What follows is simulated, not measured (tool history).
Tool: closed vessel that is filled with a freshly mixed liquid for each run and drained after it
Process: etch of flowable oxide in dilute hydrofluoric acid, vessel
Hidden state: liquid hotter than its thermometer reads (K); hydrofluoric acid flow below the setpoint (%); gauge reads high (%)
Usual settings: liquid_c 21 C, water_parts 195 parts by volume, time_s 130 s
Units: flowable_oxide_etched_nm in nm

| run | hour | liquid_c | water_parts | time_s | wafers since the last listed run | hours since the thermometer was replaced | hours since the hydrofluoric acid flow meter was replaced | hours since the gauge calibration | read-back film thickness of the flowable oxide reference wafer, read on the same gauge (nm) | flowable_oxide_etched_nm |
|---|---|---|---|---|---|---|---|---|---|---|
| 1 | 0 | 21 | 195 | 130 | 0 | 925.8 | 482.7 | 854.3 | 100.02 | 33.66 |
| 2 | 34.1 | 21 | 145 | 130 | 3499 | 959.9 | 516.8 | 888.4 | 100 | 46.72 |
| 3 | 63.4 | 21 | 145 | 130 | 3006 | 989.2 | 546.1 | 917.7 | 100.03 | 48.01 |
|  | 85.9 | thermometer replaced |
| 4 | 105.2 | 21 | 145 | 130 | 4187 | 19.3 | 587.9 | 959.5 | 100.01 | 45.96 |
| 5 | 136.1 | 22.5 | 195 | 130 | 3171 | 50.2 | 618.8 | 990.4 | 100.02 | 34.22 |
| 6 | 195.4 | 21 | 195 | 105 | 6085 | 109.5 | 678.1 | 1049.7 | 100.01 | 25.77 |
| 7 | 239.5 | 21 | 195 | 105 | 4525 | 153.6 | 722.2 | 1093.8 | 99.97 | 26.19 |
| 8 | 277.8 | 21 | 195 | 130 | 3930 | 191.9 | 760.5 | 1132.1 | 100.06 | 32.87 |
| 9 | 329.8 | 21 | 195 | 130 | 5336 | 243.9 | 812.5 | 1184.1 | 99.99 | 32.01 |
| 10 | 392.2 | 21 | 165 | 130 | 6403 | 306.3 | 874.9 | 1246.5 | 99.95 | 39.59 |
| 11 | 462 | 21 | 165 | 130 | 7163 | 376.1 | 944.7 | 1316.3 | 100 | 39.66 |
| 12 | 530.7 | 21 | 195 | 180 | 7050 | 444.8 | 1013.4 | 1385 | 100 | 45.36 |
| 13 | 575.1 | 21 | 240 | 130 | 4556 | 489.2 | 1057.8 | 1429.4 | 100.03 | 25.5 |
| 14 | 630.6 | 21 | 240 | 130 | 5695 | 544.7 | 1113.3 | 1484.9 | 100.02 | 25.52 |
| 15 | 692.2 | 18 | 160 | 190 | 6321 | 606.3 | 1174.9 | 1546.5 | 99.98 | 55.49 |
| 16 | 724.2 | 17 | 235 | 130 | 3283 | 638.3 | 1206.9 | 1578.5 | 100.02 | 22.78 |
| 17 | 765.6 | 21 | 195 | 130 | 4248 | 679.7 | 1248.3 | 1619.9 | 100.01 | 33.02 |
| 18 | 810.2 | 21 | 195 | 165 | 4577 | 724.3 | 1292.9 | 1664.5 | 100.02 | 42.31 |
| 19 | 865.1 | 19.5 | 195 | 105 | 5634 | 779.2 | 1347.8 | 1719.4 | 99.99 | 25.24 |
| 20 | 911.1 | 25.5 | 195 | 150 | 4720 | 825.2 | 1393.8 | 1765.4 | 100.03 | 45.25 |
| 21 | 938.1 | 23 | 225 | 85 | 2770 | 852.2 | 1420.8 | 1792.4 | 100.02 | 19.73 |
|  | 967.3 | thermometer replaced |
| 22 | 998.4 | 21 | 290 | 130 | 6085 | 31.1 | 1481.1 | 1852.7 | 99.98 | 21.51 |
|  | 1036.6 | gauge calibrated |
| 23 | 1057.1 | 18.5 | 150 | 90 | 6024 | 89.8 | 1539.8 | 20.5 | 100.01 | 30.49 |
| 24 | 1113.1 | 21 | 195 | 130 | 5746 | 145.8 | 1595.8 | 76.5 | 99.99 | 35.33 |
|  | 1141.8 | hydrofluoric acid flow meter replaced |
| 25 | 1163.5 | 19 | 195 | 170 | 5069 | 196.2 | 21.7 | 126.9 | 100 | 42.86 |
| 26 | 1227.6 | 21 | 135 | 130 | 6578 | 260.3 | 85.8 | 191 | 100.01 | 55.53 |
| 27 | 1293.4 | 17 | 235 | 130 | 6752 | 326.1 | 151.6 | 256.8 | 100.05 | 24.45 |
| 28 | 1324.3 | 21 | 195 | 130 | 3171 | 357 | 182.5 | 287.7 | 100 | 35.77 |
|  | 1346.7 | thermometer replaced, repeated, since the last time left the tool worse |
| 29 | 1368.2 | 21 | 195 | 130 | 4402 | 21.5 | 226.4 | 331.6 | 100 | 32.01 |
| 30 | 1578.2 | 21 | 195 | 130 | 21551 | 231.5 | 436.4 | 541.6 | 100.01 | 32.33 |
| 31 | 1617.8 | 25 | 265 | 60 | 4063 | 271.1 | 476 | 581.2 | 99.99 | 11.83 |
| 32 | 1662.7 | 21 | 195 | 130 | 4607 | 316 | 520.9 | 626.1 | 99.97 | 31.88 |

Forecast each of these 5 alternatives for the next run:
| A | 1663.4 | 21 | 250 | 130 | 71 | 316.7 | 521.6 | 626.8 | ? | ? |
| B | 1663.4 | 21 | 95 | 130 | 71 | 316.7 | 521.6 | 626.8 | ? | ? |
| C | 1663.4 | 23.5 | 245 | 95 | 71 | 316.7 | 521.6 | 626.8 | ? | ? |
| D | 1663.4 | 19.5 | 195 | 100 | 71 | 316.7 | 521.6 | 626.8 | ? | ? |
| E | 1663.4 | 21 | 145 | 160 | 71 | 316.7 | 521.6 | 626.8 | ? | ? |

| run | read-back film thickness of the flowable oxide reference wafer, read on the same gauge (nm) | flowable_oxide_etched_nm |
|---|---|---|
| A | 99.99 | 23.69 |
| B | 99.99 | 73.42 |
| C | 99.99 | 19.44 |
| D | 99.99 | 23.29 |
| E | 99.99 | 55.97 |
Without the tool's hidden state the same runs would have given:
| run | flowable_oxide_etched_nm |
|---|---|
| A | 23.21 |
| B | 71.8 |
| C | 19.06 |
| D | 22.8 |
| E | 54.77 |

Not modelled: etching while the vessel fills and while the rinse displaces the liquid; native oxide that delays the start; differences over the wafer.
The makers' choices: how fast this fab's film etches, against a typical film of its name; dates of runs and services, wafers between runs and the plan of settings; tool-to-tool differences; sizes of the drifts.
